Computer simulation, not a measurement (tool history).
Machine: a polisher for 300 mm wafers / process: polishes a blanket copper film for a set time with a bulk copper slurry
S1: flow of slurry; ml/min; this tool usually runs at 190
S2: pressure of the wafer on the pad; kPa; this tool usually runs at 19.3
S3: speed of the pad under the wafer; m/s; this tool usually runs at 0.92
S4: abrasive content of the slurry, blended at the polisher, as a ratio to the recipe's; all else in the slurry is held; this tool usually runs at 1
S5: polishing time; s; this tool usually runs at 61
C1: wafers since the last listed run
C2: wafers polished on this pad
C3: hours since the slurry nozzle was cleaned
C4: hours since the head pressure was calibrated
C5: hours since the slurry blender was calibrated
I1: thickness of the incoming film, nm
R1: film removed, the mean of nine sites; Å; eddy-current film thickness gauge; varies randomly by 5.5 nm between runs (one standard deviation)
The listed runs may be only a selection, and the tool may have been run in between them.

Run 1, day 0: usual settings; C1 0; C2 498; C3 125.2; C4 758.9; C5 56.1; I1 2635.9. Result: R1 4437 Å.
Run 2, day 1.329: usual settings; C1 422; C2 920; C3 157.1; C4 790.8; C5 88; I1 2673.6. Result: R1 4303 Å.
Run 3, day 1.95: usual settings; C1 197; C2 1117; C3 172; C4 805.7; C5 102.9; I1 2684.6. Result: R1 4407 Å.
Run 4, day 3.112: usual settings; C1 369; C2 1486; C3 199.9; C4 833.6; C5 130.8; I1 2666.1. Result: R1 4209 Å.
Run 5, day 3.9: usual settings; C1 250; C2 1737; C3 218.8; C4 852.5; C5 149.7; I1 2673.7. Result: R1 4173 Å.
Run 6, day 4.912: usual settings; C1 321; C2 2058; C3 243.1; C4 876.8; C5 174; I1 2714.6. Result: R1 4073 Å.
Run 7, day 5.746: usual settings; C1 264; C2 2323; C3 263.1; C4 896.8; C5 194; I1 2680.7. Result: R1 3833 Å.
At day 6.162: worn pad replaced by a new one.
Run 8, day 8.029: usual settings but S2 22.1 kPa; C1 672; C2 592; C3 317.9; C4 951.6; C5 248.8; I1 2678.9. Result: R1 4858 Å.
Run 9, day 11.492: usual settings; C1 1099; C2 1692; C3 401; C4 1034.7; C5 331.9; I1 2658.5. Result: R1 4033 Å.
Run 10, day 12.288: usual settings; C1 252; C2 1944; C3 420.1; C4 1053.8; C5 351; I1 2677.2. Result: R1 4043 Å.
At day 13.721: worn pad replaced by a new one.
Run 11, day 16.117: usual settings; C1 1163; C2 761; C3 512; C4 1145.7; C5 442.9; I1 2696.8. Result: R1 4360 Å.
Run 12, day 17.246: usual settings but S3 1.04 m/s; C1 358; C2 1119; C3 539.1; C4 1172.8; C5 470; I1 2639. Result: R1 4816 Å.
Run 13, day 17.862: usual settings; C1 195; C2 1315; C3 553.9; C4 1187.6; C5 484.8; I1 2676.6. Result: R1 4275 Å.
At day 18.588: slurry blender recalibrated.
Run 14, day 19.171: usual settings but S3 0.68 m/s; C1 389; C2 1704; C3 585.3; C4 1219; C5 14; I1 2688.4. Result: R1 3018 Å.
Run 15, day 19.821: usual settings but S2 17.2 kPa, S3 1.18 m/s, S4 0.8; C1 206; C2 1911; C3 600.9; C4 1234.6; C5 29.6; I1 2700. Result: R1 4520 Å.
At day 21.167: worn pad replaced by a new one.
Run 16, day 21.188: usual settings; C1 381; C2 6; C3 633.7; C4 1267.4; C5 62.4; I1 2681.9. Result: R1 4307 Å.
At day 21.629: head pressure recalibrated.
Run 17, day 21.758: usual settings but S2 23.4 kPa; C1 154; C2 161; C3 647.4; C4 3.1; C5 76.1; I1 2663.4. Result: R1 5362 Å.
Run 18, day 22.779: usual settings but S4 1.1, S5 42 s; C1 324; C2 485; C3 671.9; C4 27.6; C5 100.6; I1 2699.7. Result: R1 3044 Å.
Run 19, day 24.229: usual settings but S5 68 s; C1 460; C2 946; C3 706.7; C4 62.4; C5 135.4; I1 2720.5. Result: R1 4869 Å.
Run 20, day 25.129: usual settings but S1 165 ml/min, S2 23.4 kPa, S4 1.15, S5 81 s; C1 285; C2 1231; C3 728.3; C4 84; C5 157; I1 2711. Result: R1 6987 Å.
Run 21, day 25.962: usual settings but S2 12.4 kPa, S3 0.82 m/s; C1 264; C2 1496; C3 748.3; C4 104; C5 177; I1 2707.6. Result: R1 2380 Å.
Run 22, day 27.388: usual settings; C1 452; C2 1949; C3 782.5; C4 138.2; C5 211.2; I1 2687.6. Result: R1 3999 Å.
At day 28.512: slurry nozzle cleaned.
Run 23, day 28.712: usual settings but S1 215 ml/min, S4 0.85; C1 407; C2 2356; C3 4.8; C4 170; C5 243; I1 2658.8. Result: R1 3935 Å.
At day 29.671: worn pad replaced by a new one.
Run 24, day 29.692: usual settings but S3 1.14 m/s, S5 44 s; C1 258; C2 6; C3 28.3; C4 193.5; C5 266.5; I1 2622.7. Result: R1 4011 Å.
Run 25, day 30.929: usual settings but S1 230 ml/min, S3 0.64 m/s, S5 52 s; C1 393; C2 399; C3 58; C4 223.2; C5 296.2; I1 2689.7. Result: R1 2603 Å.
Run 26, day 31.525: usual settings but S3 0.72 m/s, S5 66 s; C1 189; C2 588; C3 72.3; C4 237.5; C5 310.5; I1 2656.3. Result: R1 3725 Å.
Run 27, day 32.979: usual settings; C1 461; C2 1050; C3 107.2; C4 272.4; C5 345.4; I1 2635.4. Result: R1 4330 Å.
Run 28, day 34.058: usual settings; C1 342; C2 1393; C3 133.1; C4 298.3; C5 371.3; I1 2697.8. Result: R1 4322 Å.
Run 29, day 35.471: usual settings but S3 1.04 m/s; C1 448; C2 1841; C3 167; C4 332.2; C5 405.2; I1 2703.7. Result: R1 4719 Å.
Run 30, day 35.975: usual settings but S3 0.8 m/s, S4 1.1; C1 160; C2 2002; C3 179.1; C4 344.3; C5 417.3; I1 2673.8. Result: R1 3570 Å.
At day 36.654: worn pad replaced by a new one.
Run 31, day 36.9: usual settings but S1 135 ml/min, S2 24.1 kPa, S3 1.14 m/s, S4 0.9; C1 240; C2 78; C3 201.3; C4 366.5; C5 439.5; I1 2629.6. Result: R1 6340 Å.

Same runs, no hidden state in the tool, same run-to-run variation:
The tool's hidden condition here consists of: removal rate lost through wear of the pad, %; slurry flow missing at the pad, %; deviation of the head's pressure from its setpoint, %; abrasive missing from the slurry, %.
run    R1
  1  4515
  2  4429
  3  4572
  4  4450
  5  4484
  6  4487
  7  4327
  8  5060
  9  4418
 10  4515
 11  4449
 12  4978
 13  4461
 14  3229
 15  4911
 16  4355
 17  5426
 18  3094
 19  5014
 20  7285
 21  2518
 22  4368
 23  4466
 24  4039
 25  2629
 26  3776
 27  4452
 28  4518
 29  5078
 30  3890
 31  6384
